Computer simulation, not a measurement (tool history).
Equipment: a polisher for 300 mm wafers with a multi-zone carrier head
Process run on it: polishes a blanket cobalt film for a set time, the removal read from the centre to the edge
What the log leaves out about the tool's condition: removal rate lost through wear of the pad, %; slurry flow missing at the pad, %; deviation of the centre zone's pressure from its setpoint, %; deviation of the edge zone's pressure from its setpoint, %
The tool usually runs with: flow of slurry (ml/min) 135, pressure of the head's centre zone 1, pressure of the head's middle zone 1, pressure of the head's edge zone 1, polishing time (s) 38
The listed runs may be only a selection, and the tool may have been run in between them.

run	hour	flow of slurry (ml/min)	pressure of the head's centre zone	pressure of the head's middle zone	pressure of the head's edge zone	polishing time (s)	wafers since the last listed run	wafers polished on this pad	hours since the slurry nozzle was cleaned	hours since the centre zone pressure was calibrated	hours since the edge zone pressure was calibrated	hours since the carrier head's membrane was replaced	incoming thickness of the incoming film, nm	film removed at the wafer's centre (Å)	film removed at mid-radius (Å)	film removed at the wafer's edge (Å)
1	0	135	1	1	1	38	0	2342	13.1	974	772.8	831.6	772.2	2506	2452	2576
2	72.5	135	1	1	1	38	1282	3624	85.6	1046.5	845.3	904.1	773.4	2433	2324	2436
# hour 103.5: worn pad replaced by a new one
3	235.5	135	1	1	1	38	2812	2334	248.6	1209.5	1008.3	1067.1	773	2618	2395	2485
4	295.1	135	1	1	1	38	1054	3388	308.2	1269.1	1067.9	1126.7	770.4	2495	2373	2412
# hour 325.4: worn pad replaced by a new one
5	400.3	135	1	1	1	38	1789	1324	413.4	1374.3	1173.1	1231.9	774.3	2362	2234	2345
6	465.8	135	1	1	1	38	1158	2482	478.9	1439.8	1238.6	1297.4	796.7	2420	2260	2293
# hour 487: centre zone pressure recalibrated
7	562.4	135	0.93	1	1	38	1673	4155	575.5	75.4	1335.2	1394	786.2	2119	2107	2254
# hour 602.3: worn pad replaced by a new one, repeated, since the last time left the tool worse
8	646.5	135	1.03	1	1	38	1416	782	659.6	159.5	1419.3	1478.1	771	2680	2470	2551
# hour 695.4: edge zone pressure recalibrated
9	720.2	135	1	1	1	38	1268	2050	733.3	233.2	24.8	1551.8	795.5	2544	2388	2486
# hour 749.1: carrier head's membrane replaced by a new one
# hour 757.9: slurry nozzle cleaned
# hour 810.7: worn pad replaced by a new one
10	811.6	135	0.94	0.91	0.96	34	1439	16	53.7	324.6	116.2	62.5	765.2	2143	2099	2262
11	898.1	120	1	1.03	1	38	1529	1546	140.2	411.1	202.7	149	789.9	2556	2424	2470
12	939.3	135	1	1	1	38	728	2274	181.4	452.3	243.9	190.2	779.3	2640	2420	2484
13	975.5	135	1	1	1	38	640	2915	217.6	488.5	280.1	226.4	779.7	2532	2390	2472
# hour 1004.5: worn pad replaced by a new one
14	1032.2	100	0.91	1	1	38	932	490	274.3	545.2	336.8	283.1	783.2	2192	2247	2422
15	1137.2	135	1	1	1.04	38	1857	2347	379.3	650.2	441.8	388.1	782.9	2602	2437	2572

Each row is a separate what-if for the run after 15, all from the same tool condition, not one after another. Results?
A	1137.6	135	1	1	1	38	7	2354	379.7	650.6	442.2	388.5	771.9	?	?	?
B	1137.6	135	0.97	0.96	1	38	7	2354	379.7	650.6	442.2	388.5	771.9	?	?	?
C	1137.6	115	1.11	1.1	1	38	7	2354	379.7	650.6	442.2	388.5	771.9	?	?	?
D	1137.6	135	1	1	1	49	7	2354	379.7	650.6	442.2	388.5	771.9	?	?	?

run	film removed at the wafer's centre (Å)	film removed at mid-radius (Å)	film removed at the wafer's edge (Å)
A	2643	2429	2505
B	2564	2361	2506
C	2802	2496	2432
D	3409	3132	3230
Had the tool no hidden state, the same runs would have come out as:
run	film removed at the wafer's centre (Å)	film removed at mid-radius (Å)	film removed at the wafer's edge (Å)
A	2691	2473	2550
B	2610	2404	2551
C	2853	2540	2476
D	3470	3189	3288

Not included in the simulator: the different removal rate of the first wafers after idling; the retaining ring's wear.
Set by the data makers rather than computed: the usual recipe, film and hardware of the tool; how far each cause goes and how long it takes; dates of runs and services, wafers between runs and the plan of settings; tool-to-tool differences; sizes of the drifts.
